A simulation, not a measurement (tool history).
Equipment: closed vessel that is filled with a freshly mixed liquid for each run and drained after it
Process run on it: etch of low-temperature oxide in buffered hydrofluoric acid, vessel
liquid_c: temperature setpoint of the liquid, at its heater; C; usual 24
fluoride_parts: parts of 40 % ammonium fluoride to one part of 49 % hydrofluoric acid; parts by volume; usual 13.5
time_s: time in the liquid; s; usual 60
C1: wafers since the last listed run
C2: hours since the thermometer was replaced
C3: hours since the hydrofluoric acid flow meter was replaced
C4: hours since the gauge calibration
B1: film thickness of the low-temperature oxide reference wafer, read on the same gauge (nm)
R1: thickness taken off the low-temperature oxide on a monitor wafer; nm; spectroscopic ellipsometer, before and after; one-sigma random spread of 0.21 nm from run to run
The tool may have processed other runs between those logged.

{"run": 1, "hour": 0.0, "liquid_c": 24, "fluoride_parts": 13.5, "time_s": 55, "C1": 0, "C2": 1428.8, "C3": 2414.9, "C4": 11.2, "B1": 150.01, "R1": 110.68}
{"run": 2, "hour": 12.5, "liquid_c": 24, "fluoride_parts": 13.5, "time_s": 55, "C1": 1785, "C2": 1441.3, "C3": 2427.4, "C4": 23.7, "B1": 150, "R1": 110.81}
{"run": 3, "hour": 18.5, "liquid_c": 24, "fluoride_parts": 12.5, "time_s": 60, "C1": 856, "C2": 1447.3, "C3": 2433.4, "C4": 29.7, "B1": 150, "R1": 130.59}
{"run": 4, "hour": 31.0, "liquid_c": 24, "fluoride_parts": 17, "time_s": 60, "C1": 1785, "C2": 1459.8, "C3": 2445.9, "C4": 42.2, "B1": 150.03, "R1": 96.54}
{"run": 5, "hour": 38.8, "liquid_c": 24, "fluoride_parts": 17, "time_s": 60, "C1": 1113, "C2": 1467.6, "C3": 2453.7, "C4": 50, "B1": 150, "R1": 97.02}
{"run": 6, "hour": 50.9, "liquid_c": 24, "fluoride_parts": 17, "time_s": 60, "C1": 1727, "C2": 1479.7, "C3": 2465.8, "C4": 62.1, "B1": 149.99, "R1": 97.35}
{"run": 7, "hour": 66.0, "liquid_c": 24, "fluoride_parts": 13.5, "time_s": 60, "C1": 2156, "C2": 1494.8, "C3": 2480.9, "C4": 77.2, "B1": 150.01, "R1": 122.01}
{"run": 8, "hour": 76.2, "liquid_c": 24, "fluoride_parts": 13.5, "time_s": 60, "C1": 1456, "C2": 1505, "C3": 2491.1, "C4": 87.4, "B1": 149.99, "R1": 122.05}
{"run": 9, "hour": 94.2, "liquid_c": 24, "fluoride_parts": 13.5, "time_s": 60, "C1": 2570, "C2": 1523, "C3": 2509.1, "C4": 105.4, "B1": 150.01, "R1": 121.9}
{"run": 10, "hour": 109.8, "liquid_c": 24, "fluoride_parts": 13.5, "time_s": 60, "C1": 2227, "C2": 1538.6, "C3": 2524.7, "C4": 121, "B1": 150.01, "R1": 122.16}
{"hour": 115.8, "done": "hydrofluoric acid flow meter replaced"}
{"run": 11, "hour": 123.7, "liquid_c": 26.5, "fluoride_parts": 16.5, "time_s": 30, "C1": 1842, "C2": 1552.5, "C3": 7.9, "C4": 134.9, "B1": 150, "R1": 52.27}
{"run": 12, "hour": 135.5, "liquid_c": 24, "fluoride_parts": 13.5, "time_s": 40, "C1": 1685, "C2": 1564.3, "C3": 19.7, "C4": 146.7, "B1": 149.99, "R1": 74.72}
{"hour": 139.5, "done": "gauge calibrated"}
{"run": 13, "hour": 144.1, "liquid_c": 21, "fluoride_parts": 13.5, "time_s": 60, "C1": 1228, "C2": 1572.9, "C3": 28.3, "C4": 4.6, "B1": 150.01, "R1": 95.4}
{"run": 14, "hour": 150.3, "liquid_c": 20.5, "fluoride_parts": 13.5, "time_s": 40, "C1": 885, "C2": 1579.1, "C3": 34.5, "C4": 10.8, "B1": 149.99, "R1": 61.78}
{"run": 15, "hour": 158.1, "liquid_c": 24, "fluoride_parts": 13.5, "time_s": 60, "C1": 1113, "C2": 1586.9, "C3": 42.3, "C4": 18.6, "B1": 150.01, "R1": 112.3}
{"run": 16, "hour": 171.6, "liquid_c": 24, "fluoride_parts": 13.5, "time_s": 60, "C1": 1927, "C2": 1600.4, "C3": 55.8, "C4": 32.1, "B1": 150.01, "R1": 112.72}
{"hour": 187.5, "done": "thermometer replaced"}
{"run": 17, "hour": 188.0, "liquid_c": 21.5, "fluoride_parts": 13.5, "time_s": 85, "C1": 2199, "C2": 0.5, "C3": 72.2, "C4": 48.5, "B1": 149.99, "R1": 121.97}
{"run": 18, "hour": 201.2, "liquid_c": 19.5, "fluoride_parts": 13.5, "time_s": 85, "C1": 1885, "C2": 13.7, "C3": 85.4, "C4": 61.7, "B1": 149.99, "R1": 109.08}
{"run": 19, "hour": 217.6, "liquid_c": 24, "fluoride_parts": 13.5, "time_s": 85, "C1": 2341, "C2": 30.1, "C3": 101.8, "C4": 78.1, "B1": 150, "R1": 140.58}
{"run": 20, "hour": 225.9, "liquid_c": 28, "fluoride_parts": 13.5, "time_s": 30, "C1": 1185, "C2": 38.4, "C3": 110.1, "C4": 86.4, "B1": 150, "R1": 61.83}
{"run": 21, "hour": 241.9, "liquid_c": 24, "fluoride_parts": 15, "time_s": 60, "C1": 2284, "C2": 54.4, "C3": 126.1, "C4": 102.4, "B1": 150.01, "R1": 90.16}

Here are 5 independent what-if runs from the current tool condition. What would each one return?
{"run": "A", "hour": 242.6, "liquid_c": 24, "fluoride_parts": 11, "time_s": 60, "C1": 99, "C2": 55.1, "C3": 126.8, "C4": 103.1, "B1": "?", "R1": "?"}
{"run": "B", "hour": 242.6, "liquid_c": 24, "fluoride_parts": 10.5, "time_s": 45, "C1": 99, "C2": 55.1, "C3": 126.8, "C4": 103.1, "B1": "?", "R1": "?"}
{"run": "C", "hour": 242.6, "liquid_c": 19.5, "fluoride_parts": 19, "time_s": 90, "C1": 99, "C2": 55.1, "C3": 126.8, "C4": 103.1, "B1": "?", "R1": "?"}
{"run": "D", "hour": 242.6, "liquid_c": 25.5, "fluoride_parts": 15, "time_s": 30, "C1": 99, "C2": 55.1, "C3": 126.8, "C4": 103.1, "B1": "?", "R1": "?"}
{"run": "E", "hour": 242.6, "liquid_c": 26.5, "fluoride_parts": 17, "time_s": 60, "C1": 99, "C2": 55.1, "C3": 126.8, "C4": 103.1, "B1": "?", "R1": "?"}

run=A B1=150 R1=122.06
run=B B1=150 R1=95.78
run=C B1=150 R1=83.52
run=D B1=150 R1=48.87
run=E B1=150 R1=91.22
Had the tool no hidden state, the same runs would have come out as:
run=A R1=115.35
run=B R1=90.52
run=C R1=78.83
run=D R1=46.19
run=E R1=86.21
